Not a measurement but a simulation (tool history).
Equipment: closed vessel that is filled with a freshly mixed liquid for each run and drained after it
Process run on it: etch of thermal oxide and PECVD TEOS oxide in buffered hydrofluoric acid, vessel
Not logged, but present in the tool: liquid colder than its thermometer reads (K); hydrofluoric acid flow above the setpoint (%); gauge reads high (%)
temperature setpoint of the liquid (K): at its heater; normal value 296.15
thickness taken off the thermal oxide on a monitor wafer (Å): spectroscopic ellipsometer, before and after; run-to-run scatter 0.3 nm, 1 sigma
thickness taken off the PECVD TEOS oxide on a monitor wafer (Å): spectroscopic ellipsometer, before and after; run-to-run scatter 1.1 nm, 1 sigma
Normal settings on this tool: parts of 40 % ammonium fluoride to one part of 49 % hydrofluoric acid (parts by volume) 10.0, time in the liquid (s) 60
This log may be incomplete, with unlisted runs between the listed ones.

run	hour	temperature setpoint of the liquid (K)	parts of 40 % ammonium fluoride to one part of 49 % hydrofluoric acid (parts by volume)	time in the liquid (s)	wafers since the last listed run	hours since the thermometer was replaced	hours since the hydrofluoric acid flow meter was replaced	hours since the gauge calibration	read-back film thickness of the thermal oxide reference wafer, read on the same gauge (nm)	read-back film thickness of the PECVD TEOS oxide reference wafer, read on the same gauge (nm)	thickness taken off the thermal oxide on a monitor wafer (Å)	thickness taken off the PECVD TEOS oxide on a monitor wafer (Å)
1	0.0	296.15	10.0	60	0	573.7	443.6	135.3	109.98	40.02	623.8	1326.0
2	8.2	293.65	10.0	60	1075	581.9	451.8	143.5	110.00	39.99	551.2	1153.2
3	32.4	293.65	10.0	60	3172	606.1	476.0	167.7	110.00	40.03	545.8	1140.6
4	47.4	298.15	10.0	60	1966	621.1	491.0	182.7	110.01	40.02	699.7	1485.2
5	60.2	296.15	10.0	60	1678	633.9	503.8	195.5	109.99	40.01	623.0	1334.4
6	68.3	294.65	13.5	30	1062	642.0	511.9	203.6	110.00	39.94	223.7	474.1
7	77.9	293.15	13.5	90	1258	651.6	521.5	213.2	109.99	39.99	615.1	1301.8
8	85.2	296.15	13.0	60	957	658.9	528.8	220.5	110.00	39.99	505.5	1076.5
9	98.2	294.15	13.5	60	1704	671.9	541.8	233.5	109.98	39.99	437.4	920.7
10	110.0	296.15	10.0	60	1547	683.7	553.6	245.3	110.02	39.97	626.4	1342.4
# hour 116.4: thermometer replaced
11	126.2	296.15	10.0	60	1992	9.8	569.8	261.5	109.99	40.01	679.0	1444.9
# hour 136.7: hydrofluoric acid flow meter replaced
12	137.2	298.65	10.0	50	1311	20.8	0.5	272.5	110.00	40.03	606.8	1286.0
13	142.7	296.15	10.0	60	721	26.3	6.0	278.0	110.00	39.99	633.6	1376.4
# hour 148.8: gauge calibrated
14	151.9	291.15	10.0	60	1206	35.5	15.2	3.1	110.01	40.01	482.2	1017.9
15	168.8	296.15	7.0	60	2215	52.4	32.1	20.0	110.01	39.98	899.8	1901.3
16	181.1	297.65	7.0	60	1612	64.7	44.4	32.3	109.98	39.99	979.1	2074.1
17	187.7	299.65	10.0	30	865	71.3	51.0	38.9	110.01	40.00	384.4	806.7
18	198.1	296.15	11.0	30	1363	81.7	61.4	49.3	110.01	40.01	290.5	621.8
19	205.1	296.15	10.0	60	917	88.7	68.4	56.3	109.99	40.00	638.4	1355.3
20	220.1	296.15	10.0	60	1966	103.7	83.4	71.3	110.01	39.98	638.6	1351.8
21	229.8	299.15	13.0	80	1271	113.4	93.1	81.0	109.99	40.01	783.7	1655.7
22	246.5	296.15	7.5	60	2189	130.1	109.8	97.7	110.01	39.99	846.7	1774.0
23	259.3	296.15	10.0	60	1678	142.9	122.6	110.5	109.98	40.01	633.0	1336.0
24	266.4	296.15	13.5	75	930	150.0	129.7	117.6	110.00	39.96	603.2	1278.3
25	273.6	294.15	10.0	60	944	157.2	136.9	124.8	110.00	39.97	564.2	1211.8
26	290.8	296.15	10.0	60	2255	174.4	154.1	142.0	109.99	40.04	639.4	1344.5

Consider 4 possible next runs. They are alternatives, not a sequence: every one starts from the tool as it was left by run 26. What does each give?
A	291.5	296.15	10.0	60	91	175.1	154.8	142.7	?	?	?	?
B	291.5	298.15	10.0	70	91	175.1	154.8	142.7	?	?	?	?
C	291.5	300.65	10.0	60	91	175.1	154.8	142.7	?	?	?	?
D	291.5	291.65	8.0	30	91	175.1	154.8	142.7	?	?	?	?

run	read-back film thickness of the thermal oxide reference wafer, read on the same gauge (nm)	read-back film thickness of the PECVD TEOS oxide reference wafer, read on the same gauge (nm)	thickness taken off the thermal oxide on a monitor wafer (Å)	thickness taken off the PECVD TEOS oxide on a monitor wafer (Å)
A	110.00	40.04	640.5	1353.0
B	110.00	40.04	833.6	1760.9
C	110.00	40.04	817.5	1726.9
D	110.00	40.04	308.6	651.9
Had the tool no hidden state, the same runs would have come out as:
run	thickness taken off the thermal oxide on a monitor wafer (Å)	thickness taken off the PECVD TEOS oxide on a monitor wafer (Å)
A	637.4	1346.4
B	829.3	1751.8
C	813.0	1717.4
D	301.2	636.3
